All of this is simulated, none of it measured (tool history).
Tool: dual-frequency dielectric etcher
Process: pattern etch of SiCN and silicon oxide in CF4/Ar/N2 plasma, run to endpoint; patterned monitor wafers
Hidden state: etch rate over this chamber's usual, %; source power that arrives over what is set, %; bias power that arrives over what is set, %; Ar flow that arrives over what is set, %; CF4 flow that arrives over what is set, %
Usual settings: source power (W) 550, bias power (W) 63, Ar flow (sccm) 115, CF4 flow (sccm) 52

run	day	source power (W)	bias power (W)	Ar flow (sccm)	CF4 flow (sccm)	wafers since the last listed run	hours since the last wet clean	hours since the last source power generator calibration	hours since the last bias power generator calibration	hours since the last Ar flow controller change	hours since the last CF4 flow controller change	hours since the last upper electrode change	incoming incoming film thickness, nm	endpoint time (s)
1	0	610	63	134	52	0	28.3	1975	1476.6	3816.9	25.2	4525.2	15.49	15.2
# day 1.404: upper electrode replaced
2	1.425	610	63	134	52	185	62.5	2009.2	1510.8	3851.1	59.4	0.5	15.32	15.1
3	1.438	510	63	115	52	5	62.8	2009.5	1511.1	3851.4	59.7	0.8	15.48	18.2
4	1.45	510	63	115	52	5	63.1	2009.8	1511.4	3851.7	60	1.1	15.2	17.8
5	1.738	640	63	115	52	125	70	2016.7	1518.3	3858.6	66.9	8	15.2	13.9
# day 2.296: Ar flow controller replaced
6	2.317	550	74	115	65	143	83.9	2030.6	1532.2	0.5	80.8	21.9	15.42	15.1
7	2.654	550	63	115	52	147	92	2038.7	1540.3	8.6	88.9	30	15.59	16.8
8	3.046	550	63	115	52	170	101.4	2048.1	1549.7	18	98.3	39.4	15.45	16.6
9	3.504	430	63	135	52	200	112.4	2059.1	1560.7	29	109.3	50.4	15.4	22.7
10	4.012	510	55	144	64	221	124.6	2071.3	1572.9	41.2	121.5	62.6	15.4	18.8
11	4.762	550	63	115	52	327	142.6	2089.3	1590.9	59.2	139.5	80.6	15.51	16.8
# day 5.142: bias power generator calibrated
12	5.25	550	78	115	41	140	154.3	2101	2.6	70.9	151.2	92.3	15.29	16.1
13	5.817	430	63	135	52	247	167.9	2114.6	16.2	84.5	164.8	105.9	15.49	22.8
# day 6.329: source power generator calibrated
14	6.383	550	55	115	52	174	181.5	1.3	29.8	98.1	178.4	119.5	15.46	16.7
15	6.992	480	63	115	45	265	196.1	15.9	44.4	112.7	193	134.1	15.41	19.1

Forecast run 16:
16	7.521	550	63	115	52	230	208.8	28.6	57.1	125.4	205.7	146.8	15.4	?

{"run 16": {"endpoint time (s)": 15.9}}
Without the tool's hidden state the same run would have given endpoint time (s) 15.8.
